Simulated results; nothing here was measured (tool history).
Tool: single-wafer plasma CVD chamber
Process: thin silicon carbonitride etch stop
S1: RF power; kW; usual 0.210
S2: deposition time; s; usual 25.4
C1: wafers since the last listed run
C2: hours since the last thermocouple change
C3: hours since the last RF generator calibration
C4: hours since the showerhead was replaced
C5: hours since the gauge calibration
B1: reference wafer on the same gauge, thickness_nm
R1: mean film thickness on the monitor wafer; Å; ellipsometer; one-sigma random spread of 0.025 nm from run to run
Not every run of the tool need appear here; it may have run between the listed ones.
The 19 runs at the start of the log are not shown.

run 20 hour=264.2 | S1=0.245 S2=23.1 | C1=492 C2=2456.6 C3=37.4 C4=47.1 C5=121.2 | B1=13.798 | R1=153.99
run 21 hour=270.6 | S1=0.195 S2=21.4 | C1=198 C2=2463.0 C3=43.8 C4=53.5 C5=127.6 | B1=13.804 | R1=136.97
run 22 hour=282.7 | S1=0.225 S2=22.6 | C1=374 C2=2475.1 C3=55.9 C4=65.6 C5=139.7 | B1=13.802 | R1=148.15
run 23 hour=290.7 | S1=0.210 S2=25.4 | C1=247 C2=2483.1 C3=63.9 C4=73.6 C5=147.7 | B1=13.808 | R1=164.69
run 24 hour=297.6 | S1=0.210 S2=30.1 | C1=213 C2=2490.0 C3=70.8 C4=80.5 C5=154.6 | B1=13.797 | R1=194.84
run 25 hour=308.7 | S1=0.245 S2=25.4 | C1=343 C2=2501.1 C3=81.9 C4=91.6 C5=165.7 | B1=13.803 | R1=169.06
run 26 hour=320.3 | S1=0.250 S2=29.6 | C1=359 C2=2512.7 C3=93.5 C4=103.2 C5=177.3 | B1=13.800 | R1=198.13
run 27 hour=328.6 | S1=0.180 S2=23.0 | C1=257 C2=2521.0 C3=101.8 C4=111.5 C5=185.6 | B1=13.799 | R1=144.54
run 28 hour=336.3 | S1=0.175 S2=22.4 | C1=238 C2=2528.7 C3=109.5 C4=119.2 C5=193.3 | B1=13.808 | R1=139.77
-- hour=346.9 thermocouple changed; heater temperature recalibrated
run 29 hour=347.3 | S1=0.240 S2=21.7 | C1=92 C2=0.4 C3=120.5 C4=130.2 C5=204.3 | B1=13.801 | R1=143.96
run 30 hour=357.9 | S1=0.210 S2=25.4 | C1=328 C2=11.0 C3=131.1 C4=140.8 C5=214.9 | B1=13.804 | R1=164.33
run 31 hour=368.4 | S1=0.245 S2=25.4 | C1=325 C2=21.5 C3=141.6 C4=151.3 C5=225.4 | B1=13.807 | R1=169.24
run 32 hour=382.1 | S1=0.250 S2=28.1 | C1=424 C2=35.2 C3=155.3 C4=165.0 C5=239.1 | B1=13.803 | R1=187.43

Expected results for the next run?
run 33 hour=397.9 | S1=0.200 S2=25.4 | C1=489 C2=51.0 C3=171.1 C4=180.8 C5=254.9 | B1=? | R1=?

B1: 13.799
R1: 163.01 Å
On a tool with no hidden condition, and with the same random variation, this run would have come out at R1 163.01 Å.

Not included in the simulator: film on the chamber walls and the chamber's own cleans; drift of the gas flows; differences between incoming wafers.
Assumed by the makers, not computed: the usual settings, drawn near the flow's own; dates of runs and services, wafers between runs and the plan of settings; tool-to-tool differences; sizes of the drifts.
